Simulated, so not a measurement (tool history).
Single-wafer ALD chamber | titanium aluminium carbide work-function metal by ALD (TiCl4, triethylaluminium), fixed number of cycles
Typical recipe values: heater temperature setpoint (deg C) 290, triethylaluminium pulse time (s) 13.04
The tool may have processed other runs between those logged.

run,hour,heater temperature setpoint (deg C),triethylaluminium pulse time (s),wafers since the last listed run,hours since the last thermocouple change,hours since the last triethylaluminium bottle change,hours since the showerhead was replaced,hours since the gauge calibration,"read-back reference wafer on the same gauge, thickness_nm",mean film thickness on the monitor wafer (Å)
1,0.0,290,13.04,0,2226.9,549.1,6087.9,426.4,1.700,20.43
2,29.1,290,13.04,243,2256.0,578.2,6117.0,455.5,1.701,20.37
3,61.4,290,13.04,270,2288.3,610.5,6149.3,487.8,1.700,20.38
4,92.9,290,13.04,263,2319.8,642.0,6180.8,519.3,1.697,20.29
5,114.0,290,13.04,176,2340.9,663.1,6201.9,540.4,1.701,20.48
6,140.7,290,13.04,223,2367.6,689.8,6228.6,567.1,1.703,20.26
7,176.0,280,13.04,295,2402.9,725.1,6263.9,602.4,1.702,19.17
8,192.8,280,13.04,140,2419.7,741.9,6280.7,619.2,1.698,19.13
9,222.6,280,13.04,249,2449.5,771.7,6310.5,649.0,1.699,19.24
10,248.6,290,13.04,217,2475.5,797.7,6336.5,675.0,1.697,20.23
# hour 259.0: showerhead replaced
# hour 283.9: thermocouple changed; heater temperature recalibrated
# hour 284.7: gauge calibrated
11,353.9,290,13.04,747,70.0,903.0,94.9,69.2,1.701,19.91
12,377.2,290,13.04,194,93.3,926.3,118.2,92.5,1.702,20.04
# hour 403.3: triethylaluminium bottle replaced
13,410.5,296,16.27,211,126.6,7.2,151.5,125.8,1.699,21.17
14,423.0,290,11.51,104,139.1,19.7,164.0,138.3,1.702,20.32
15,440.4,302,8.94,145,156.5,37.1,181.4,155.7,1.701,21.43
16,465.7,290,13.04,211,181.8,62.4,206.7,181.0,1.700,20.53
17,487.0,300,15.09,178,203.1,83.7,228.0,202.3,1.700,21.73
18,499.3,279,15.15,102,215.4,96.0,240.3,214.6,1.699,19.34
19,513.8,302,13.04,121,229.9,110.5,254.8,229.1,1.701,21.65
20,527.3,296,15.98,112,243.4,124.0,268.3,242.6,1.699,21.29
21,553.7,301,13.04,220,269.8,150.4,294.7,269.0,1.699,21.68
22,590.4,290,11.30,307,306.5,187.1,331.4,305.7,1.698,20.30
23,672.3,290,11.45,685,388.4,269.0,413.3,387.6,1.702,20.48

Measured minus without-hidden-state, run by run (identical run-to-run variation in each term; gauge scatter may differ):
Unlogged tool condition in this case: wafer temperature above the value expected at the setpoint (K); triethylaluminium dose above that of a fresh bottle (%); gauge reads high (%).
run,mean film thickness on the monitor wafer (Å)
1,-0.12
2,-0.14
3,-0.15
4,-0.18
5,-0.19
6,-0.21
7,-0.22
8,-0.24
9,-0.27
10,-0.31
11,-0.43
12,-0.48
13,+0.00
14,+0.00
15,-0.01
16,+0.00
17,+0.00
18,+0.00
19,-0.01
20,+0.00
21,-0.01
22,-0.02
23,-0.04

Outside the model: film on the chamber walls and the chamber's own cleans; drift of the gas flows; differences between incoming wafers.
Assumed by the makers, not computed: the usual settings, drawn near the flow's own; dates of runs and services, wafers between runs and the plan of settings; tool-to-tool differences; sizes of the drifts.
